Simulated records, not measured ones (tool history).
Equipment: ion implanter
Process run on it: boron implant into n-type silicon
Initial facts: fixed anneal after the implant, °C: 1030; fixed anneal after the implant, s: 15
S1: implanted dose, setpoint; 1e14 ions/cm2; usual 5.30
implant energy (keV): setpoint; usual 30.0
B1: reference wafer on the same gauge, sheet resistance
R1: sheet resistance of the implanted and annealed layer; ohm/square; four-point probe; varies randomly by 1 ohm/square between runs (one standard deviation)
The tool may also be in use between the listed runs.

run 1 day=0.000 | S1=5.30 implant_energy_(keV)=30.0 | B1=169.20 | R1=189.79
run 2 day=1.596 | S1=5.30 implant_energy_(keV)=30.0 | B1=169.33 | R1=189.86
run 3 day=4.362 | S1=5.30 implant_energy_(keV)=30.0 | B1=169.65 | R1=185.78
run 4 day=6.262 | S1=5.30 implant_energy_(keV)=30.0 | B1=169.58 | R1=188.15
run 5 day=8.429 | S1=5.30 implant_energy_(keV)=33.5 | B1=169.48 | R1=187.48
run 6 day=12.258 | S1=5.30 implant_energy_(keV)=33.5 | B1=169.64 | R1=184.09
run 7 day=13.767 | S1=5.30 implant_energy_(keV)=33.5 | B1=169.62 | R1=184.74
-- day=16.654 extraction supply calibrated
run 8 day=16.675 | S1=5.30 implant_energy_(keV)=30.0 | B1=169.41 | R1=188.82
-- day=19.329 gauge calibrated
run 9 day=22.479 | S1=5.30 implant_energy_(keV)=30.0 | B1=165.41 | R1=184.68
-- day=23.758 Faraday cup replaced and dose calibrated
run 10 day=23.883 | S1=5.30 implant_energy_(keV)=34.0 | B1=165.70 | R1=181.65
run 11 day=25.304 | S1=5.30 implant_energy_(keV)=34.0 | B1=165.99 | R1=179.26
run 12 day=27.300 | S1=5.30 implant_energy_(keV)=34.0 | B1=166.17 | R1=181.46
run 13 day=30.275 | S1=5.30 implant_energy_(keV)=30.0 | B1=166.09 | R1=183.31
run 14 day=31.788 | S1=5.30 implant_energy_(keV)=30.0 | B1=166.38 | R1=183.14
run 15 day=33.938 | S1=6.13 implant_energy_(keV)=34.5 | B1=166.70 | R1=161.67
run 16 day=35.442 | S1=5.30 implant_energy_(keV)=26.5 | B1=166.75 | R1=186.77
run 17 day=38.312 | S1=6.36 implant_energy_(keV)=30.0 | B1=166.93 | R1=158.12
run 18 day=40.646 | S1=5.30 implant_energy_(keV)=30.0 | B1=167.36 | R1=183.39
run 19 day=42.800 | S1=3.99 implant_energy_(keV)=38.0 | B1=167.04 | R1=227.96
run 20 day=44.579 | S1=6.07 implant_energy_(keV)=26.0 | B1=167.42 | R1=169.61
run 21 day=46.425 | S1=4.52 implant_energy_(keV)=26.0 | B1=167.59 | R1=215.39
run 22 day=49.079 | S1=3.82 implant_energy_(keV)=35.0 | B1=167.69 | R1=239.89
run 23 day=51.858 | S1=6.05 implant_energy_(keV)=25.5 | B1=167.93 | R1=170.64
run 24 day=52.925 | S1=5.78 implant_energy_(keV)=21.0 | B1=167.86 | R1=178.59
run 25 day=54.000 | S1=6.00 implant_energy_(keV)=24.5 | B1=168.04 | R1=171.76
run 26 day=55.633 | S1=6.43 implant_energy_(keV)=30.0 | B1=168.07 | R1=157.88
run 27 day=58.575 | S1=5.30 implant_energy_(keV)=30.0 | B1=168.01 | R1=185.33
run 28 day=59.712 | S1=5.30 implant_energy_(keV)=24.0 | B1=168.28 | R1=190.95
run 29 day=62.517 | S1=5.30 implant_energy_(keV)=30.0 | B1=168.41 | R1=186.82
run 30 day=64.988 | S1=5.30 implant_energy_(keV)=30.0 | B1=168.45 | R1=186.86
run 31 day=66.883 | S1=4.23 implant_energy_(keV)=20.5 | B1=168.21 | R1=233.60
run 32 day=68.950 | S1=5.30 implant_energy_(keV)=20.0 | B1=168.59 | R1=196.12
run 33 day=70.667 | S1=3.97 implant_energy_(keV)=38.5 | B1=168.71 | R1=228.31
run 34 day=72.962 | S1=4.35 implant_energy_(keV)=37.0 | B1=168.61 | R1=214.10
run 35 day=75.717 | S1=5.30 implant_energy_(keV)=30.0 | B1=168.84 | R1=188.46
run 36 day=77.467 | S1=6.73 implant_energy_(keV)=34.5 | B1=168.84 | R1=150.94
run 37 day=79.804 | S1=6.27 implant_energy_(keV)=26.0 | B1=168.99 | R1=165.31
run 38 day=82.529 | S1=4.74 implant_energy_(keV)=37.5 | B1=168.88 | R1=199.12

Run by run, hidden condition taken away, random variation retained:
The tool's hidden condition here consists of: deviation of the true dose from the Faraday cup's reading, %; deviation of the true energy from its setpoint, %; gauge reads high (%).
run=1 R1=184.91
run=2 R1=184.95
run=3 R1=180.94
run=4 R1=183.22
run=5 R1=182.54
run=6 R1=179.20
run=7 R1=179.82
run=8 R1=183.76
run=9 R1=184.15
run=10 R1=180.96
run=11 R1=178.41
run=12 R1=180.37
run=13 R1=181.89
run=14 R1=181.58
run=15 R1=160.11
run=16 R1=184.83
run=17 R1=156.27
run=18 R1=181.05
run=19 R1=224.86
run=20 R1=167.18
run=21 R1=212.16
run=22 R1=236.08
run=23 R1=167.78
run=24 R1=175.53
run=25 R1=168.76
run=26 R1=155.05
run=27 R1=181.86
run=28 R1=187.32
run=29 R1=183.14
run=30 R1=183.07
run=31 R1=228.77
run=32 R1=191.98
run=33 R1=223.42
run=34 R1=209.42
run=35 R1=184.25
run=36 R1=147.52
run=37 R1=161.51
run=38 R1=194.47

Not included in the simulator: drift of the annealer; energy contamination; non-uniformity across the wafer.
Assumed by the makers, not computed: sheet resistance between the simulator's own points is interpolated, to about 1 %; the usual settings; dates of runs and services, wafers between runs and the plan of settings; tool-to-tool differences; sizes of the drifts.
